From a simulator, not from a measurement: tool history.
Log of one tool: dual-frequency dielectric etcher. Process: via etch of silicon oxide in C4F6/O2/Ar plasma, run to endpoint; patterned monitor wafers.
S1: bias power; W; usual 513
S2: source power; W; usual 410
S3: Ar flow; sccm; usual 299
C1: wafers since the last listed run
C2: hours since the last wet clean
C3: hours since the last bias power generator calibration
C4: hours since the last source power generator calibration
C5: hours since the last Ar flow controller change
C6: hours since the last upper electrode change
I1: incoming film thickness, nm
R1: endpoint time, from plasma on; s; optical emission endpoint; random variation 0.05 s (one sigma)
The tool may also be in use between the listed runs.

run,hour,S1,S2,S3,C1,C2,C3,C4,C5,C6,I1,R1
1,0,513,350,299,0,262,1914.7,4935,3526.7,4898.4,68.6,17.3
2,32.8,513,410,299,639,294.8,1947.5,4967.8,3559.5,4931.2,69.6,16.5
3,47.1,513,410,299,278,309.1,1961.8,4982.1,3573.8,4945.5,68.1,16.2
4,146,513,410,299,1928,408,2060.7,5081,3672.7,5044.4,69.2,16.3
5,174.6,513,410,299,557,436.6,2089.3,5109.6,3701.3,5073,68.3,16.1
# hour 199.7: Ar flow controller replaced
6,200.2,513,410,299,382,462.2,2114.9,5135.2,0.5,5098.6,68.4,16.1
7,221.4,513,410,299,413,483.4,2136.1,5156.4,21.7,5119.8,68.6,16.2
8,236,513,410,299,284,498,2150.7,5171,36.3,5134.4,68.2,16
# hour 269.4: bias power generator calibrated
9,269.9,513,410,299,582,531.9,0.5,5204.9,70.2,5168.3,67.8,16
10,300.8,513,410,299,602,562.8,31.4,5235.8,101.1,5199.2,68.2,16
# hour 327.8: upper electrode replaced
11,328.3,513,410,267,68,590.3,58.9,5263.3,128.6,0.5,68.1,15.6
12,347.6,573,450,230,376,609.6,78.2,5282.6,147.9,19.8,68.8,14.2
# hour 370.6: source power generator calibrated
# hour 425.2: wet clean of the chamber
13,425.7,578,340,299,976,0.5,156.3,55.1,226,97.9,68.6,16.8
14,445.3,625,460,270,382,20.1,175.9,74.7,245.6,117.5,68.9,14.5
15,464.1,625,350,239,366,38.9,194.7,93.5,264.4,136.3,68.5,15.3
16,490,513,410,299,505,64.8,220.6,119.4,290.3,162.2,68.7,16.4
17,504.4,513,410,299,280,79.2,235,133.8,304.7,176.6,69.1,16.6
18,517,594,460,359,245,91.8,247.6,146.4,317.3,189.2,67.9,15.2
19,531.5,513,350,299,282,106.3,262.1,160.9,331.8,203.7,69.1,17.3
20,548.3,513,510,355,327,123.1,278.9,177.7,348.6,220.5,69.5,15.9
21,578.8,460,330,363,594,153.6,309.4,208.2,379.1,251,68.4,18.8

Forecast each of these 4 alternatives for the next run:
A,579.2,513,410,238,7,154,309.8,208.6,379.5,251.4,68.6,?
B,579.2,591,370,258,7,154,309.8,208.6,379.5,251.4,68.6,?
C,579.2,513,340,299,7,154,309.8,208.6,379.5,251.4,68.6,?
D,579.2,433,410,227,7,154,309.8,208.6,379.5,251.4,68.6,?

run,R1
A,15.7
B,15.6
C,17.4
D,16.6
Without the tool's hidden state the same runs would have given:
run,R1
A,15.9
B,15.8
C,17.6
D,16.8
